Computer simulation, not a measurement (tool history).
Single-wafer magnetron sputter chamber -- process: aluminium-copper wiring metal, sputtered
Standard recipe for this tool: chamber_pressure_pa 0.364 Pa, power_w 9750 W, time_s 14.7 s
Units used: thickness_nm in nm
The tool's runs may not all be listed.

run	day	chamber_pressure_pa	power_w	time_s	read-back reference wafer on the same gauge, thickness_nm	thickness_nm
1	0.000	0.451	9750	14.7	266.150	236.339
2	0.521	0.364	9750	14.7	265.944	248.855
3	0.825	0.364	9750	14.7	265.832	248.067
4	1.488	0.364	9750	14.7	266.028	247.722
5	1.858	0.300	9750	14.7	265.818	258.341
6	2.550	0.300	9750	14.7	266.033	257.902
7	3.471	0.300	9750	14.7	265.900	258.433
8	3.771	0.364	9750	14.7	265.923	248.492
9	4.038	0.364	9750	16.7	266.004	280.738
# day 4.408: capacitance manometer re-zeroed and calibrated
10	4.479	0.364	9750	16.7	265.972	282.114
11	5.000	0.364	9750	16.7	266.038	280.228
12	5.521	0.364	9750	14.7	265.899	246.401
13	5.788	0.364	9750	14.7	265.917	246.827
# day 6.654: sputter target and shields replaced
14	6.675	0.245	9750	14.7	266.047	269.454
# day 7.012: magnet pack replaced
15	7.221	0.364	7750	14.7	265.896	214.299
16	7.962	0.494	7950	14.7	265.925	201.152
17	8.604	0.364	9750	16.1	265.995	273.191
18	8.912	0.364	8150	13.3	265.936	200.507
19	9.396	0.364	9750	16.0	265.980	271.093
# day 9.658: gauge calibrated
20	10.133	0.364	9750	14.7	265.969	249.535
21	10.871	0.364	9750	14.7	266.036	248.778
22	11.312	0.302	9750	16.3	265.956	286.304

Run 23 is up next; what results do you expect?
23	11.696	0.364	9750	14.7	?	?

read-back reference wafer on the same gauge, thickness_nm: 265.961
thickness_nm: 248.951 nm
Minus the tool's unlogged condition, the same run would have read thickness_nm 250.859 nm.
